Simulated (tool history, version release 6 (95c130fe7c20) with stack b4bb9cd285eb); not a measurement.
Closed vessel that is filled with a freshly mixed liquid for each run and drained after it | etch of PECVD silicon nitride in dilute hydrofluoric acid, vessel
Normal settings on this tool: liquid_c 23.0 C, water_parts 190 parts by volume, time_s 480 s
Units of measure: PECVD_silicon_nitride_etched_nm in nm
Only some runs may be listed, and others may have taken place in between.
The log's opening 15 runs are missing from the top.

run,day,liquid_c,water_parts,time_s,wafers since the last listed run,hours since the thermometer was replaced,hours since the hydrofluoric acid flow meter was replaced,hours since the gauge calibration,"read-back film thickness of the PECVD silicon nitride reference wafer, read on the same gauge (nm)",PECVD_silicon_nitride_etched_nm
16,8.625,21.0,125,605,1203,91.4,2026.1,179.6,120.005,7.715
17,9.162,23.0,230,620,913,104.3,2039.0,192.5,119.996,4.914
18,9.825,25.0,190,570,1125,120.2,2054.9,208.4,119.976,6.245
19,10.567,23.0,190,480,1260,138.0,2072.7,226.2,120.013,4.572
# day 10.900: hydrofluoric acid flow meter replaced
20,11.275,23.0,275,375,1132,155.0,9.0,243.2,120.007,2.265
21,11.554,21.0,280,620,474,161.7,15.7,249.9,120.011,3.284
22,12.004,21.5,100,270,764,172.5,26.5,260.7,120.012,3.993
# day 12.088: gauge calibrated
23,12.688,23.0,190,480,1160,188.9,42.9,14.4,120.018,4.180
24,13.217,23.0,230,480,899,201.6,55.6,27.1,119.996,3.455
25,13.833,28.0,160,480,1047,216.4,70.4,41.9,120.009,6.942
26,14.217,25.5,190,215,651,225.6,79.6,51.1,119.981,2.230
27,14.812,25.5,275,640,1012,239.9,93.9,65.4,119.998,4.497
28,15.421,23.0,190,480,1033,254.5,108.5,80.0,120.014,4.216
29,16.162,23.0,145,480,1260,272.3,126.3,97.8,119.997,5.440
30,16.429,23.0,190,480,453,278.7,132.7,104.2,120.018,4.240
31,16.821,25.5,125,690,665,288.1,142.1,113.6,119.987,10.742
32,17.379,23.0,190,480,948,301.5,155.5,127.0,120.017,4.193
33,17.788,23.0,265,560,693,311.3,165.3,136.8,119.999,3.548

Predict each of these 3 candidate next runs independently; none follows another, all start after run 33:
A,17.821,24.5,190,480,56,312.1,166.1,137.6,?,?
B,17.821,21.5,225,710,56,312.1,166.1,137.6,?,?
C,17.821,25.0,155,480,56,312.1,166.1,137.6,?,?

run,"read-back film thickness of the PECVD silicon nitride reference wafer, read on the same gauge (nm)",PECVD_silicon_nitride_etched_nm
A,120.001,4.641
B,120.001,4.798
C,120.001,5.864
Take away the tool's hidden state, keep each run's random variation, and the runs would have read:
run,PECVD_silicon_nitride_etched_nm
A,4.486
B,4.641
C,5.669
